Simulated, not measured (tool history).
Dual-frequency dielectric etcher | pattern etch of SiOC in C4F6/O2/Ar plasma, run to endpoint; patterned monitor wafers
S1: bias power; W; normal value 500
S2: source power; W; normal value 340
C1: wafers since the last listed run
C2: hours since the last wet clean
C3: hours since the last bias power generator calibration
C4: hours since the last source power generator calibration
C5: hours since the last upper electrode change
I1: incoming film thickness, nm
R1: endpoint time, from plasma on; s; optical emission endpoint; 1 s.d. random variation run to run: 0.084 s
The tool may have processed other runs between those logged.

run,hour,S1,S2,C1,C2,C3,C4,C5,I1,R1
1,0.0,500,340,0,298.9,1677.1,2770.9,5042.4,46.76,18.4
2,84.4,500,340,1222,383.3,1761.5,2855.3,5126.8,46.54,18.2
3,152.5,500,320,986,451.4,1829.6,2923.4,5194.9,46.97,18.8
4,240.9,500,320,1280,539.8,1918.0,3011.8,5283.3,46.75,18.6
5,310.4,500,320,1006,609.3,1987.5,3081.3,5352.8,47.09,18.7
6,353.9,529,320,630,652.8,2031.0,3124.8,5396.3,46.87,18.1
# hour 403.9: upper electrode replaced
7,404.4,529,320,383,703.3,2081.5,3175.3,0.5,47.07,18.4
8,489.7,529,320,1235,788.6,2166.8,3260.6,85.8,46.71,18.0
# hour 528.5: wet clean of the chamber
9,533.3,500,340,283,4.8,2210.4,3304.2,129.4,47.05,19.0
10,569.9,500,340,530,41.4,2247.0,3340.8,166.0,47.36,18.9
11,675.8,500,340,1533,147.3,2352.9,3446.7,271.9,47.60,18.9
12,724.6,500,320,706,196.1,2401.7,3495.5,320.7,46.85,19.0
13,790.8,500,340,958,262.3,2467.9,3561.7,386.9,46.68,18.6
14,848.4,413,340,834,319.9,2525.5,3619.3,444.5,46.61,19.3
15,903.9,380,410,803,375.4,2581.0,3674.8,500.0,46.50,17.9
16,979.4,401,310,1093,450.9,2656.5,3750.3,575.5,47.11,20.1
17,1038.6,419,340,857,510.1,2715.7,3809.5,634.7,47.73,19.2
# hour 1077.1: bias power generator calibrated
18,1085.5,605,340,621,557.0,8.4,3856.4,681.6,46.56,17.2
19,1166.0,412,310,1165,637.5,88.9,3936.9,762.1,47.20,19.7
# hour 1253.8: source power generator calibrated
20,1257.6,428,370,1268,729.1,180.5,3.8,853.7,46.68,17.6
# hour 1345.4: wet clean of the chamber
21,1345.9,593,340,931,0.5,268.8,92.1,942.0,46.48,17.6
22,1428.3,375,340,1193,82.9,351.2,174.5,1024.4,47.12,19.8
23,1492.6,500,340,931,147.2,415.5,238.8,1088.7,46.68,18.3
24,1584.7,500,290,1333,239.3,507.6,330.9,1180.8,47.21,19.7
25,1641.8,379,300,826,296.4,564.7,388.0,1237.9,47.12,20.4
26,1686.7,622,390,650,341.3,609.6,432.9,1282.8,47.12,16.1
27,1776.3,500,320,1297,430.9,699.2,522.5,1372.4,46.93,18.5
# hour 2028.8: wet clean of the chamber
28,2035.4,500,340,3404,6.6,958.3,781.6,1631.5,46.58,18.4
29,2123.9,500,360,1281,95.1,1046.8,870.1,1720.0,47.17,18.1
30,2315.9,577,340,2780,287.1,1238.8,1062.1,1912.0,47.32,17.6
31,2356.9,411,280,593,328.1,1279.8,1103.1,1953.0,46.64,20.7
32,2447.5,435,380,1312,418.7,1370.4,1193.7,2043.6,47.43,18.0
33,2525.1,500,420,1123,496.3,1448.0,1271.3,2121.2,46.98,16.4
34,2569.0,418,270,635,540.2,1491.9,1315.2,2165.1,47.06,20.8
35,2649.8,429,310,1170,621.0,1572.7,1396.0,2245.9,46.86,19.1

Hidden state, per run?
bias power that arrives over what is set, %: 0 at every run
H1: etch rate over this chamber's usual, %
H2: source power that arrives over what is set, %
run,H1,H2
1,2.13,-4.09
2,2.73,-4.2
3,3.21,-4.29
4,3.84,-4.41
5,4.33,-4.51
6,4.64,-4.56
7,5,-4.63
8,5.61,-4.75
9,0.335,-4.81
10,0.595,-4.85
11,1.35,-5
12,1.69,-5.06
13,2.17,-5.15
14,2.57,-5.23
15,2.97,-5.3
16,3.51,-5.41
17,3.93,-5.49
18,4.26,-5.55
19,4.83,-5.66
20,5.48,-0.106
21,0.315,-0.225
22,0.901,-0.336
23,1.36,-0.423
24,2.01,-0.547
25,2.42,-0.624
26,2.74,-0.684
27,3.37,-0.805
28,0.489,-1.15
29,1.12,-1.27
30,2.48,-1.53
31,2.77,-1.59
32,3.42,-1.71
33,3.97,-1.81
34,4.28,-1.87
35,4.86,-1.98

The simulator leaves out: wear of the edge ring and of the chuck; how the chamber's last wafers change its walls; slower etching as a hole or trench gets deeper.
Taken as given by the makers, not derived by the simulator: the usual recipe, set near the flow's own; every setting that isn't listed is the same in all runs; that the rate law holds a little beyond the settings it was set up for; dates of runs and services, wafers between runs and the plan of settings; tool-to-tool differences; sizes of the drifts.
